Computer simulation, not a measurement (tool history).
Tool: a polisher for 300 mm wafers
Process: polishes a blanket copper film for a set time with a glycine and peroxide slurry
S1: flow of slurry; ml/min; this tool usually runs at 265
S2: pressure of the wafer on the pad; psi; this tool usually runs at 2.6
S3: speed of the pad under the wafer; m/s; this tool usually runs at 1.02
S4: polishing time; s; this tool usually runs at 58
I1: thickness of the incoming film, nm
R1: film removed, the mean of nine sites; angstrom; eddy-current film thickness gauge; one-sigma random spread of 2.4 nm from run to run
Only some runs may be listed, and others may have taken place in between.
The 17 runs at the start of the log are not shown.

run    hour   S1   S2    S3  S4      I1    R1
     1320.1  -- worn pad replaced by a new one
 18  1345.0  265  2.6  1.02  58  1693.7  3171
 19  1407.4  265  2.6  1.02  58  1671.8  3233
 20  1448.4  345  2.6  1.02  64  1667.7  3607
 21  1557.1  265  2.6  1.02  58  1662.0  3267
 22  1662.7  265  2.3  1.02  58  1674.9  3098
     1737.5  -- head pressure recalibrated
 23  1743.6  265  2.6  1.02  58  1664.7  3121
 24  1837.0  265  3.0  0.84  58  1672.2  2982
     1879.0  -- slurry nozzle cleaned
 25  1919.7  240  3.3  0.84  43  1692.6  2338
     1930.6  -- worn pad replaced by a new one
 26  1971.2  265  2.6  1.02  58  1695.5  3268
 27  2025.3  265  3.5  1.02  58  1671.0  3931
 28  2098.7  235  2.6  1.02  58  1695.6  3207
 29  2202.7  265  3.1  1.20  67  1665.3  4902

Run 30 comes next. What will it give?
 30  2246.8  265  2.0  1.02  58  1717.2   ?

{"run 30": {"R1": 2847}}
Had the tool carried no hidden state, the very same run would have given R1 2652 angstrom.
